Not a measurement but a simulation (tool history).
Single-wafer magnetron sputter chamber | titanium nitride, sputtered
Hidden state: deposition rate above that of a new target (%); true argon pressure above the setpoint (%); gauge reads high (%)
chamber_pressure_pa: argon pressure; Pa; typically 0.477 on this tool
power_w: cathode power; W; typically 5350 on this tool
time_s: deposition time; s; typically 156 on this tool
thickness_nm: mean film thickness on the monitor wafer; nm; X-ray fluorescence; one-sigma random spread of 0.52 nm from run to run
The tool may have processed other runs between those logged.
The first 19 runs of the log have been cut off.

run   hour  chamber_pressure_pa  power_w  time_s  wafers since the last listed run  wafers on the sputter target  hours since the last manometer calibration  hours since the magnet pack was replaced  hours since the gauge calibration  read-back reference wafer on the same gauge, thickness_nm  thickness_nm
 20  250.6                0.477     4700     156                               140                          1304                                      2490.1                                     190.9                               74.3                                                    172.037       133.724
 21  264.2                0.477     6350     156                               169                          1473                                      2503.7                                     204.5                               87.9                                                    172.288       173.579
 22  270.9                0.477     5350     156                                83                          1557                                      2510.4                                     211.2                               94.6                                                    172.106       149.271
 23  281.3                0.632     4700     135                               129                          1686                                      2520.8                                     221.6                              105.0                                                    171.933       106.718
 24  290.5                0.415     4700     136                               114                          1801                                      2530.0                                     230.8                              114.2                                                    171.866       118.955
     310.6  -- capacitance manometer re-zeroed and calibrated
 25  311.1                0.414     5350     139                               156                          1958                                         0.5                                     251.4                              134.8                                                    172.059       135.666
     347.6  -- sputter target and shields replaced
 26  348.1                0.477     5350     156                               360                             6                                        37.5                                     288.4                              171.8                                                    171.745       151.919
 27  360.8                0.477     5350     156                               158                           164                                        50.2                                     301.1                              184.5                                                    171.958       151.430
 28  372.5                0.477     5350     156                               145                           310                                        61.9                                     312.8                              196.2                                                    171.953       150.220
 29  380.0                0.477     4250     126                                93                           403                                        69.4                                     320.3                              203.7                                                    172.158        99.647
 30  387.0                0.371     5850     185                                87                           490                                        76.4                                     327.3                              210.7                                                    172.002       201.606
 31  404.4                0.549     4850     156                               216                           707                                        93.8                                     344.7                              228.1                                                    172.033       132.812
 32  412.4                0.477     4650     186                                99                           807                                       101.8                                     352.7                              236.1                                                    171.987       157.883
 33  425.6                0.667     5350     142                               164                           971                                       115.0                                     365.9                              249.3                                                    171.816       124.475
 34  433.2                0.477     5350     156                                94                          1065                                       122.6                                     373.5                              256.9                                                    172.016       149.541

Forecast each of these 5 alternatives for the next run:
  A  433.6                0.477     5350     156                                 4                          1070                                       123.0                                     373.9                              257.3                                                          ?             ?
  B  433.6                0.660     6400     126                                 4                          1070                                       123.0                                     373.9                              257.3                                                          ?             ?
  C  433.6                0.330     4650     156                                 4                          1070                                       123.0                                     373.9                              257.3                                                          ?             ?
  D  433.6                0.477     4300     156                                 4                          1070                                       123.0                                     373.9                              257.3                                                          ?             ?
  E  433.6                0.579     6000     175                                 4                          1070                                       123.0                                     373.9                              257.3                                                          ?             ?

run  read-back reference wafer on the same gauge, thickness_nm  thickness_nm
  A                                                    172.050       149.718
  B                                                    172.050       130.385
  C                                                    172.050       142.010
  D                                                    172.050       123.937
  E                                                    172.050       177.339
With no hidden state in the tool, these same runs would have given:
run  thickness_nm
  A       152.417
  B       132.736
  C       144.571
  D       126.172
  E       180.536
